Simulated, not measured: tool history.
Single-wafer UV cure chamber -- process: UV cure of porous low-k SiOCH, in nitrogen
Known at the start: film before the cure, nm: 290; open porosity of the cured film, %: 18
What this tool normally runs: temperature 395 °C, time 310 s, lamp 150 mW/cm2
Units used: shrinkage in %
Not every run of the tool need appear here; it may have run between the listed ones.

run   hour  temperature  time  lamp  wafers since the last listed run  hours since the UV bulbs were replaced  wafers since the quartz window was cleaned  shrinkage
  1      0          395   310   131                                 0                                  2942.4                                        2850     12.984
  2   11.9          395   310   131                                67                                  2954.3                                        2918     12.744
  3   19.8          395   430   150                                44                                  2962.2                                        2963     14.673
  4   27.7          395   430   150                                44                                  2970.1                                        3008     14.933
  5   37.9          395   180   150                                57                                  2980.3                                        3066     10.993
  6     47          395   180   150                                51                                  2989.4                                        3117     11.062
  7   62.5          395   180   150                                87                                  3004.9                                        3205     10.869
  8   79.8          395   310   150                                98                                  3022.2                                        3303     13.191
  9   86.1          395   310   150                                35                                  3028.5                                        3339     13.244
 10  100.3          401   310   150                                80                                  3042.7                                        3420     13.356
 11    114          395   310   150                                77                                  3056.4                                        3497     13.304
 12  124.6          395   310   150                                60                                    3067                                        3557     13.423
 13  139.5          395   310   150                                84                                  3081.9                                        3642     13.291
 14  155.9          395   310   150                                93                                  3098.3                                        3735     13.209
 15  167.5          395   310   150                                65                                  3109.9                                        3801     13.038
       182  -- UV bulbs replaced
 16  184.1          395   310   150                                48                                     2.1                                        3850     12.914
     198.6  -- quartz window cleaned
 17  199.1          395   310   150                                39                                    17.1                                           2     14.117
 18  199.7          395   310   150                                 3                                    17.7                                           6     14.312
 19  206.4          378   235   150                                38                                    24.4                                          44     12.505
 20  219.8          384   310   139                                76                                    37.8                                         120     13.663
 21  231.1          395   310   150                                64                                    49.1                                         184     14.123
 22  243.9          412   375   190                                72                                    61.9                                         256     16.478
 23    255          386   150   184                                62                                      73                                         319     11.798
 24  267.4          401   225   139                                70                                    85.4                                         390     12.409
 25  284.9          386   445   150                                99                                   102.9                                         489     15.683
 26  291.5          395   310   150                                37                                   109.5                                         527     14.303
 27    332          407   415   116                               229                                     150                                         756     14.523
 28  344.6          403   140   125                                71                                   162.6                                         828      9.725
 29    358          395   310   150                                76                                     176                                         904     13.984
 30  368.3          395   310   150                                58                                   186.3                                         962     14.065
 31  385.7          383   310   164                                98                                   203.7                                        1061     14.094
 32  399.9          414   210   150                                80                                   217.9                                        1142     12.667
 33  409.6          395   310   150                                55                                   227.6                                        1197     13.941
 34  416.8          403   185   115                                40                                   234.8                                        1237     10.573
 35  430.6          395   310   150                                78                                   248.6                                        1316      13.99
 36  439.5          395   310   150                                50                                   257.5                                        1366      13.71

What if the next run were any one of these 3? Each begins from the tool's condition after run 36:
  A  439.9          376   310   150                                 2                                   257.9                                        1369          ?
  B  439.9          379   455   111                                 2                                   257.9                                        1369          ?
  C  439.9          409   460   170                                 2                                   257.9                                        1369          ?

run  shrinkage
  A     13.502
  B     13.939
  C     16.515
Without the tool's unlogged condition, the same runs would have read:
run  shrinkage
  A     13.938
  B     14.377
  C     16.956
